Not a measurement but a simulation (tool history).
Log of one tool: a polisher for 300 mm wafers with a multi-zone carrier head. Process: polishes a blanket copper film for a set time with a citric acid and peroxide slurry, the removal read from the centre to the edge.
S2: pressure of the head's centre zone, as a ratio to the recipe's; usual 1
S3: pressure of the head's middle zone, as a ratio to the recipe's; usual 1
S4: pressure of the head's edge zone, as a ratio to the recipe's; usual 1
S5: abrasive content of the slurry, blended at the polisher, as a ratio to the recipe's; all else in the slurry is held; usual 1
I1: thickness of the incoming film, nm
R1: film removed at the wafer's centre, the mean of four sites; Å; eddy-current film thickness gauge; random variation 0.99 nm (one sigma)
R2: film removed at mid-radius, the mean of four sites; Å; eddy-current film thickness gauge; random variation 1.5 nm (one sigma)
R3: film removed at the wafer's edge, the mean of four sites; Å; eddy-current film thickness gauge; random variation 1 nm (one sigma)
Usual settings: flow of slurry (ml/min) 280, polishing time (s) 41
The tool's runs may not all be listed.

Run 1, hour 0: usual settings but S4 0.97; I1 1059.2. Result: R1 1060 Å, R2 1078 Å, R3 1050 Å.
At hour 25.3: centre zone pressure recalibrated.
Run 2, hour 47: usual settings but flow of slurry (ml/min) 245, S2 0.94, S3 1.03, S4 1.04; I1 1060.9. Result: R1 975 Å, R2 1059 Å, R3 1051 Å.
At hour 51.3: worn pad replaced by a new one.
At hour 98.7: carrier head's membrane replaced by a new one.
Run 3, hour 99.2: usual settings; I1 1071. Result: R1 1062 Å, R2 1046 Å, R3 1045 Å.
Run 4, hour 135.9: usual settings but S2 1.02; I1 1079.5. Result: R1 1062 Å, R2 1040 Å, R3 1058 Å.
At hour 159.4: edge zone pressure recalibrated.
Run 5, hour 198.6: usual settings but S3 1.05; I1 1061.2. Result: R1 1030 Å, R2 1087 Å, R3 1035 Å.
Run 6, hour 233.2: usual settings but S3 1.09, S4 0.88, polishing time (s) 30; I1 1075.5. Result: R1 745 Å, R2 803 Å, R3 716 Å.
Run 7, hour 280.2: usual settings but polishing time (s) 48; I1 1082.1. Result: R1 1178 Å, R2 1211 Å, R3 1202 Å.
Run 8, hour 315: usual settings; I1 1076.5. Result: R1 1007 Å, R2 1010 Å, R3 1020 Å.
At hour 327.5: slurry nozzle cleaned.
Run 9, hour 371.3: usual settings but flow of slurry (ml/min) 230, S2 1.06, S5 0.85; I1 1089.2. Result: R1 1049 Å, R2 1028 Å, R3 1020 Å.
Run 10, hour 435.2: usual settings but S4 0.9, S5 0.8; I1 1061.1. Result: R1 1026 Å, R2 1038 Å, R3 964 Å.
At hour 457.2: worn pad replaced by a new one.
Run 11, hour 497: usual settings but S2 1.07, S4 0.93, polishing time (s) 49; I1 1064.9. Result: R1 1340 Å, R2 1284 Å, R3 1230 Å.
At hour 533.5: centre zone pressure recalibrated.
Run 12, hour 534: usual settings but S2 0.91, S4 1.09; I1 1046.6. Result: R1 952 Å, R2 1070 Å, R3 1111 Å.
Run 13, hour 586.7: usual settings but S5 1.05; I1 1062.6. Result: R1 1064 Å, R2 1075 Å, R3 1057 Å.
At hour 631.8: carrier head's membrane replaced by a new one.
Run 14, hour 640.8: usual settings but S5 1.05; I1 1088.4. Result: R1 1025 Å, R2 1074 Å, R3 1054 Å.
Run 15, hour 671: usual settings but flow of slurry (ml/min) 350, S2 0.89, S3 1.08, S5 0.85; I1 1055. Result: R1 907 Å, R2 1094 Å, R3 1035 Å.
At hour 694.9: slurry nozzle cleaned.
Run 16, hour 708.8: usual settings but S3 0.95, S5 1.15, polishing time (s) 34; I1 1064. Result: R1 901 Å, R2 888 Å, R3 920 Å.
Run 17, hour 776.7: usual settings but polishing time (s) 31; I1 1094.8. Result: R1 804 Å, R2 823 Å, R3 804 Å.
Run 18, hour 833.5: usual settings; I1 1067.6. Result: R1 1063 Å, R2 1086 Å, R3 1057 Å.
At hour 888.9: worn pad replaced by a new one.
Run 19, hour 900.7: usual settings but flow of slurry (ml/min) 370, S3 1.06, S4 0.92; I1 1069. Result: R1 1088 Å, R2 1143 Å, R3 1039 Å.
Run 20, hour 927.2: usual settings but S2 0.95, S3 0.95; I1 1067.2. Result: R1 994 Å, R2 1053 Å, R3 1059 Å.

Forecast each of these 5 alternatives for the next run:
Run A, hour 927.6: usual settings; I1 1082.2. Result: R1 ?, R2 ?, R3 ?.
Run B, hour 927.6: usual settings but S2 1.05, S5 1.2; I1 1082.2. Result: R1 ?, R2 ?, R3 ?.
Run C, hour 927.6: usual settings but S2 1.08, S4 0.91; I1 1082.2. Result: R1 ?, R2 ?, R3 ?.
Run D, hour 927.6: usual settings but S4 1.07; I1 1082.2. Result: R1 ?, R2 ?, R3 ?.
Run E, hour 927.6: usual settings but flow of slurry (ml/min) 245, S2 1.04; I1 1082.2. Result: R1 ?, R2 ?, R3 ?.

run    R1    R2    R3
  A  1043  1094  1058
  B  1134  1132  1095
  C  1127  1093  1012
  D  1043  1093  1094
  E  1062  1073  1043
Without the tool's hidden state the same runs would have given:
run    R1    R2    R3
  A  1060  1110  1070
  B  1153  1149  1108
  C  1145  1110  1023
  D  1060  1110  1106
  E  1083  1091  1057

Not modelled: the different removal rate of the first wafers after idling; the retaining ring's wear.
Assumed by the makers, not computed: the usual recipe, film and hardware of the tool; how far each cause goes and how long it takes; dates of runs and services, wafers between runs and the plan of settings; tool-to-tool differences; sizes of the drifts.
